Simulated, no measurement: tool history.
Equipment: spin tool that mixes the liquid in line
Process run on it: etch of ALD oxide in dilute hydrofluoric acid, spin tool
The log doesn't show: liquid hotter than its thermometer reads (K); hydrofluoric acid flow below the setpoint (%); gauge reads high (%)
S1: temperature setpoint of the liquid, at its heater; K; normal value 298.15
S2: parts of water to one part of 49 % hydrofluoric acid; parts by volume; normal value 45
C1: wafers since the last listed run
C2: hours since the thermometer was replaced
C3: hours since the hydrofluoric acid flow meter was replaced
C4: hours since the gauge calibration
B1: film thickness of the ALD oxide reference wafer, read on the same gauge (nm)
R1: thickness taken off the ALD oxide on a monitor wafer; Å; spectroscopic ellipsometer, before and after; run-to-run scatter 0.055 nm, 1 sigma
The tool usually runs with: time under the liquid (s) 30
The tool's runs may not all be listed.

{"run": 1, "hour": 0.0, "S1": 298.15, "S2": 45, "time under the liquid (s)": 30, "C1": 0, "C2": 1402.5, "C3": 934.4, "C4": 1390.2, "B1": 59.93, "R1": 114.1}
{"run": 2, "hour": 82.3, "S1": 298.15, "S2": 45, "time under the liquid (s)": 30, "C1": 1434, "C2": 1484.8, "C3": 1016.7, "C4": 1472.5, "B1": 59.95, "R1": 114.7}
{"run": 3, "hour": 166.1, "S1": 298.15, "S2": 45, "time under the liquid (s)": 30, "C1": 1460, "C2": 1568.6, "C3": 1100.5, "C4": 1556.3, "B1": 60.06, "R1": 114.4}
{"run": 4, "hour": 273.6, "S1": 298.15, "S2": 45, "time under the liquid (s)": 30, "C1": 1873, "C2": 1676.1, "C3": 1208, "C4": 1663.8, "B1": 59.99, "R1": 114}
{"run": 5, "hour": 367.9, "S1": 298.15, "S2": 45, "time under the liquid (s)": 30, "C1": 1643, "C2": 1770.4, "C3": 1302.3, "C4": 1758.1, "B1": 60.05, "R1": 114.8}
{"run": 6, "hour": 424.7, "S1": 298.15, "S2": 40, "time under the liquid (s)": 30, "C1": 990, "C2": 1827.2, "C3": 1359.1, "C4": 1814.9, "B1": 59.99, "R1": 130.3}
{"run": 7, "hour": 511.4, "S1": 298.15, "S2": 40, "time under the liquid (s)": 30, "C1": 1511, "C2": 1913.9, "C3": 1445.8, "C4": 1901.6, "B1": 60, "R1": 131}
{"run": 8, "hour": 559.4, "S1": 298.15, "S2": 45, "time under the liquid (s)": 30, "C1": 836, "C2": 1961.9, "C3": 1493.8, "C4": 1949.6, "B1": 60, "R1": 115.1}
{"run": 9, "hour": 660.8, "S1": 298.15, "S2": 45, "time under the liquid (s)": 30, "C1": 1767, "C2": 2063.3, "C3": 1595.2, "C4": 2051, "B1": 60.03, "R1": 115.2}
{"run": 10, "hour": 731.8, "S1": 298.15, "S2": 45, "time under the liquid (s)": 30, "C1": 1237, "C2": 2134.3, "C3": 1666.2, "C4": 2122, "B1": 60.03, "R1": 115.7}
{"run": 11, "hour": 781.9, "S1": 298.15, "S2": 45, "time under the liquid (s)": 30, "C1": 873, "C2": 2184.4, "C3": 1716.3, "C4": 2172.1, "B1": 60.01, "R1": 116}
{"run": 12, "hour": 838.0, "S1": 298.15, "S2": 45, "time under the liquid (s)": 30, "C1": 977, "C2": 2240.5, "C3": 1772.4, "C4": 2228.2, "B1": 59.96, "R1": 116.4}
{"run": 13, "hour": 932.1, "S1": 298.15, "S2": 45, "time under the liquid (s)": 30, "C1": 1640, "C2": 2334.6, "C3": 1866.5, "C4": 2322.3, "B1": 59.99, "R1": 116.1}
{"hour": 981.5, "done": "gauge calibrated"}
{"hour": 989.8, "done": "thermometer replaced"}
{"run": 14, "hour": 1021.1, "S1": 298.15, "S2": 45, "time under the liquid (s)": 30, "C1": 1534, "C2": 31.3, "C3": 1955.5, "C4": 39.6, "B1": 60, "R1": 110.2}
{"run": 15, "hour": 1072.5, "S1": 298.15, "S2": 45, "time under the liquid (s)": 30, "C1": 896, "C2": 82.7, "C3": 2006.9, "C4": 91, "B1": 60.04, "R1": 110.6}
{"run": 16, "hour": 1177.3, "S1": 298.15, "S2": 30, "time under the liquid (s)": 30, "C1": 1826, "C2": 187.5, "C3": 2111.7, "C4": 195.8, "B1": 59.99, "R1": 169}
{"run": 17, "hour": 1256.0, "S1": 301.65, "S2": 30, "time under the liquid (s)": 30, "C1": 1371, "C2": 266.2, "C3": 2190.4, "C4": 274.5, "B1": 60, "R1": 194.8}
{"run": 18, "hour": 1361.7, "S1": 298.15, "S2": 45, "time under the liquid (s)": 30, "C1": 1842, "C2": 371.9, "C3": 2296.1, "C4": 380.2, "B1": 60.03, "R1": 111.5}
{"hour": 1397.0, "done": "hydrofluoric acid flow meter replaced"}
{"run": 19, "hour": 1439.4, "S1": 298.15, "S2": 45, "time under the liquid (s)": 30, "C1": 1337, "C2": 449.6, "C3": 42.4, "C4": 457.9, "B1": 60, "R1": 111.2}
{"run": 20, "hour": 1532.6, "S1": 296.15, "S2": 60, "time under the liquid (s)": 50, "C1": 1624, "C2": 542.8, "C3": 135.6, "C4": 551.1, "B1": 59.97, "R1": 125.8}
{"run": 21, "hour": 1631.2, "S1": 298.15, "S2": 45, "time under the liquid (s)": 30, "C1": 1718, "C2": 641.4, "C3": 234.2, "C4": 649.7, "B1": 59.95, "R1": 111.2}
{"run": 22, "hour": 1737.9, "S1": 298.15, "S2": 40, "time under the liquid (s)": 20, "C1": 1860, "C2": 748.1, "C3": 340.9, "C4": 756.4, "B1": 60.01, "R1": 85.3}
{"run": 23, "hour": 1802.3, "S1": 298.15, "S2": 45, "time under the liquid (s)": 35, "C1": 1122, "C2": 812.5, "C3": 405.3, "C4": 820.8, "B1": 59.99, "R1": 131.8}
{"run": 24, "hour": 1850.6, "S1": 298.15, "S2": 60, "time under the liquid (s)": 30, "C1": 841, "C2": 860.8, "C3": 453.6, "C4": 869.1, "B1": 59.99, "R1": 82.5}
{"run": 25, "hour": 1936.3, "S1": 294.15, "S2": 45, "time under the liquid (s)": 50, "C1": 1493, "C2": 946.5, "C3": 539.3, "C4": 954.8, "B1": 59.99, "R1": 158.6}
{"run": 26, "hour": 2009.3, "S1": 298.15, "S2": 50, "time under the liquid (s)": 20, "C1": 1272, "C2": 1019.5, "C3": 612.3, "C4": 1027.8, "B1": 60, "R1": 67.4}
{"run": 27, "hour": 2096.7, "S1": 298.15, "S2": 45, "time under the liquid (s)": 30, "C1": 1523, "C2": 1106.9, "C3": 699.7, "C4": 1115.2, "B1": 59.99, "R1": 112.9}
{"run": 28, "hour": 2204.1, "S1": 298.15, "S2": 45, "time under the liquid (s)": 40, "C1": 1872, "C2": 1214.3, "C3": 807.1, "C4": 1222.6, "B1": 59.96, "R1": 150.1}
{"run": 29, "hour": 2267.2, "S1": 298.15, "S2": 45, "time under the liquid (s)": 45, "C1": 1099, "C2": 1277.4, "C3": 870.2, "C4": 1285.7, "B1": 60.02, "R1": 171}

Predict each of these 4 candidate next runs independently; none follows another, all start after run 29:
{"run": "A", "hour": 2267.6, "S1": 298.15, "S2": 45, "time under the liquid (s)": 30, "C1": 6, "C2": 1277.8, "C3": 870.6, "C4": 1286.1, "B1": "?", "R1": "?"}
{"run": "B", "hour": 2267.6, "S1": 298.15, "S2": 35, "time under the liquid (s)": 30, "C1": 6, "C2": 1277.8, "C3": 870.6, "C4": 1286.1, "B1": "?", "R1": "?"}
{"run": "C", "hour": 2267.6, "S1": 298.15, "S2": 30, "time under the liquid (s)": 15, "C1": 6, "C2": 1277.8, "C3": 870.6, "C4": 1286.1, "B1": "?", "R1": "?"}
{"run": "D", "hour": 2267.6, "S1": 298.15, "S2": 45, "time under the liquid (s)": 20, "C1": 6, "C2": 1277.8, "C3": 870.6, "C4": 1286.1, "B1": "?", "R1": "?"}

run=A B1=59.99 R1=112.9
run=B B1=59.99 R1=147.2
run=C B1=59.99 R1=86.5
run=D B1=59.99 R1=75.3
With no hidden state in the tool, these same runs would have given:
run=A R1=109.3
run=B R1=142.5
run=C R1=83.7
run=D R1=72.9
